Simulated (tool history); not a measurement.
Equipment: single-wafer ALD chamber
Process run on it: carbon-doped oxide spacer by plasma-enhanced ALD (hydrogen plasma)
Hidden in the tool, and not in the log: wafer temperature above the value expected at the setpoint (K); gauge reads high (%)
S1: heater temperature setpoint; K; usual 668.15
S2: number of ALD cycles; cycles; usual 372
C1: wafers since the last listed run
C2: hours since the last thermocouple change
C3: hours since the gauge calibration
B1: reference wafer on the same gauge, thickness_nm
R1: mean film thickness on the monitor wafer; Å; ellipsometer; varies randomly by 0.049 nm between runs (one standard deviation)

{"run": 1, "hour": 0.0, "S1": 664.15, "S2": 351, "C1": 0, "C2": 1878.3, "C3": 949.7, "B1": 23.213, "R1": 184.43}
{"run": 2, "hour": 26.4, "S1": 664.15, "S2": 351, "C1": 25, "C2": 1904.7, "C3": 976.1, "B1": 23.199, "R1": 184.22}
{"run": 3, "hour": 41.5, "S1": 664.15, "S2": 351, "C1": 14, "C2": 1919.8, "C3": 991.2, "B1": 23.204, "R1": 184.19}
{"run": 4, "hour": 84.5, "S1": 668.15, "S2": 357, "C1": 40, "C2": 1962.8, "C3": 1034.2, "B1": 23.199, "R1": 187.36}
{"run": 5, "hour": 109.7, "S1": 668.15, "S2": 372, "C1": 23, "C2": 1988, "C3": 1059.4, "B1": 23.187, "R1": 195.83}
{"run": 6, "hour": 144.1, "S1": 668.15, "S2": 372, "C1": 32, "C2": 2022.4, "C3": 1093.8, "B1": 23.184, "R1": 194.85}
{"run": 7, "hour": 179.5, "S1": 668.15, "S2": 372, "C1": 33, "C2": 2057.8, "C3": 1129.2, "B1": 23.209, "R1": 195.24}
{"run": 8, "hour": 198.5, "S1": 668.15, "S2": 372, "C1": 18, "C2": 2076.8, "C3": 1148.2, "B1": 23.204, "R1": 194.46}
{"run": 9, "hour": 233.7, "S1": 668.15, "S2": 372, "C1": 33, "C2": 2112, "C3": 1183.4, "B1": 23.197, "R1": 194.72}
{"run": 10, "hour": 265.0, "S1": 668.15, "S2": 372, "C1": 29, "C2": 2143.3, "C3": 1214.7, "B1": 23.213, "R1": 195.89}
{"run": 11, "hour": 287.0, "S1": 668.15, "S2": 372, "C1": 20, "C2": 2165.3, "C3": 1236.7, "B1": 23.218, "R1": 195.28}
{"run": 12, "hour": 338.0, "S1": 668.15, "S2": 372, "C1": 48, "C2": 2216.3, "C3": 1287.7, "B1": 23.218, "R1": 195.38}
{"run": 13, "hour": 372.3, "S1": 668.15, "S2": 418, "C1": 32, "C2": 2250.6, "C3": 1322, "B1": 23.212, "R1": 217.87}
{"run": 14, "hour": 403.7, "S1": 668.15, "S2": 372, "C1": 29, "C2": 2282, "C3": 1353.4, "B1": 23.187, "R1": 194.66}
{"run": 15, "hour": 423.2, "S1": 668.15, "S2": 372, "C1": 18, "C2": 2301.5, "C3": 1372.9, "B1": 23.189, "R1": 194.62}
{"hour": 509.5, "done": "gauge calibrated"}
{"run": 16, "hour": 529.1, "S1": 664.15, "S2": 330, "C1": 100, "C2": 2407.4, "C3": 19.6, "B1": 23.214, "R1": 173.08}
{"run": 17, "hour": 609.4, "S1": 679.15, "S2": 372, "C1": 76, "C2": 2487.7, "C3": 99.9, "B1": 23.214, "R1": 192.65}
{"run": 18, "hour": 623.2, "S1": 679.15, "S2": 372, "C1": 13, "C2": 2501.5, "C3": 113.7, "B1": 23.21, "R1": 192.4}
{"run": 19, "hour": 705.9, "S1": 668.15, "S2": 372, "C1": 78, "C2": 2584.2, "C3": 196.4, "B1": 23.221, "R1": 194.76}
{"run": 20, "hour": 726.3, "S1": 668.15, "S2": 372, "C1": 19, "C2": 2604.6, "C3": 216.8, "B1": 23.211, "R1": 195.45}
{"run": 21, "hour": 760.7, "S1": 668.15, "S2": 389, "C1": 32, "C2": 2639, "C3": 251.2, "B1": 23.198, "R1": 204.37}
{"run": 22, "hour": 788.6, "S1": 668.15, "S2": 372, "C1": 26, "C2": 2666.9, "C3": 279.1, "B1": 23.205, "R1": 195.68}
{"run": 23, "hour": 814.7, "S1": 661.15, "S2": 314, "C1": 24, "C2": 2693, "C3": 305.2, "B1": 23.188, "R1": 165.29}
{"run": 24, "hour": 828.1, "S1": 677.15, "S2": 372, "C1": 12, "C2": 2706.4, "C3": 318.6, "B1": 23.188, "R1": 193.48}
{"hour": 854.4, "done": "thermocouple changed; heater temperature recalibrated"}
{"run": 25, "hour": 855.3, "S1": 668.15, "S2": 372, "C1": 18, "C2": 0.9, "C3": 345.8, "B1": 23.199, "R1": 195.6}
{"run": 26, "hour": 888.2, "S1": 672.15, "S2": 417, "C1": 31, "C2": 33.8, "C3": 378.7, "B1": 23.203, "R1": 218.66}
{"run": 27, "hour": 916.5, "S1": 675.15, "S2": 324, "C1": 26, "C2": 62.1, "C3": 407, "B1": 23.18, "R1": 169.6}
{"run": 28, "hour": 946.3, "S1": 654.15, "S2": 372, "C1": 28, "C2": 91.9, "C3": 436.8, "B1": 23.212, "R1": 195.27}
{"run": 29, "hour": 963.7, "S1": 672.15, "S2": 444, "C1": 16, "C2": 109.3, "C3": 454.2, "B1": 23.174, "R1": 232.96}
{"run": 30, "hour": 983.0, "S1": 681.15, "S2": 415, "C1": 18, "C2": 128.6, "C3": 473.5, "B1": 23.213, "R1": 213.53}
{"run": 31, "hour": 1002.0, "S1": 668.15, "S2": 372, "C1": 18, "C2": 147.6, "C3": 492.5, "B1": 23.229, "R1": 195.63}
{"run": 32, "hour": 1014.2, "S1": 668.15, "S2": 372, "C1": 11, "C2": 159.8, "C3": 504.7, "B1": 23.199, "R1": 194.74}
{"run": 33, "hour": 1027.1, "S1": 659.15, "S2": 338, "C1": 12, "C2": 172.7, "C3": 517.6, "B1": 23.212, "R1": 176.89}
{"run": 34, "hour": 1048.4, "S1": 668.15, "S2": 372, "C1": 20, "C2": 194, "C3": 538.9, "B1": 23.176, "R1": 194.99}
{"run": 35, "hour": 1078.9, "S1": 663.15, "S2": 319, "C1": 29, "C2": 224.5, "C3": 569.4, "B1": 23.197, "R1": 167.52}
{"run": 36, "hour": 1111.8, "S1": 682.15, "S2": 352, "C1": 31, "C2": 257.4, "C3": 602.3, "B1": 23.197, "R1": 179.75}
{"run": 37, "hour": 1140.3, "S1": 683.15, "S2": 317, "C1": 27, "C2": 285.9, "C3": 630.8, "B1": 23.206, "R1": 162.33}
{"run": 38, "hour": 1172.3, "S1": 668.15, "S2": 372, "C1": 30, "C2": 317.9, "C3": 662.8, "B1": 23.197, "R1": 195.11}
{"run": 39, "hour": 1201.9, "S1": 658.15, "S2": 339, "C1": 28, "C2": 347.5, "C3": 692.4, "B1": 23.195, "R1": 178.11}
{"run": 40, "hour": 1228.0, "S1": 680.15, "S2": 348, "C1": 24, "C2": 373.6, "C3": 718.5, "B1": 23.181, "R1": 179.2}
{"run": 41, "hour": 1246.4, "S1": 654.15, "S2": 305, "C1": 17, "C2": 392, "C3": 736.9, "B1": 23.208, "R1": 158.99}
{"run": 42, "hour": 1268.6, "S1": 663.15, "S2": 372, "C1": 21, "C2": 414.2, "C3": 759.1, "B1": 23.188, "R1": 195.05}

Predict each of these 3 candidate next runs independently; none follows another, all start after run 42:
{"run": "A", "hour": 1269.6, "S1": 668.15, "S2": 323, "C1": 0, "C2": 415.2, "C3": 760.1, "B1": "?", "R1": "?"}
{"run": "B", "hour": 1269.6, "S1": 680.15, "S2": 399, "C1": 0, "C2": 415.2, "C3": 760.1, "B1": "?", "R1": "?"}
{"run": "C", "hour": 1269.6, "S1": 668.15, "S2": 401, "C1": 0, "C2": 415.2, "C3": 760.1, "B1": "?", "R1": "?"}

run=A B1=23.187 R1=168.93
run=B B1=23.187 R1=205.2
run=C B1=23.187 R1=209.72
With no hidden state in the tool, these same runs would have given:
run=A R1=168.93
run=B R1=205.2
run=C R1=209.72
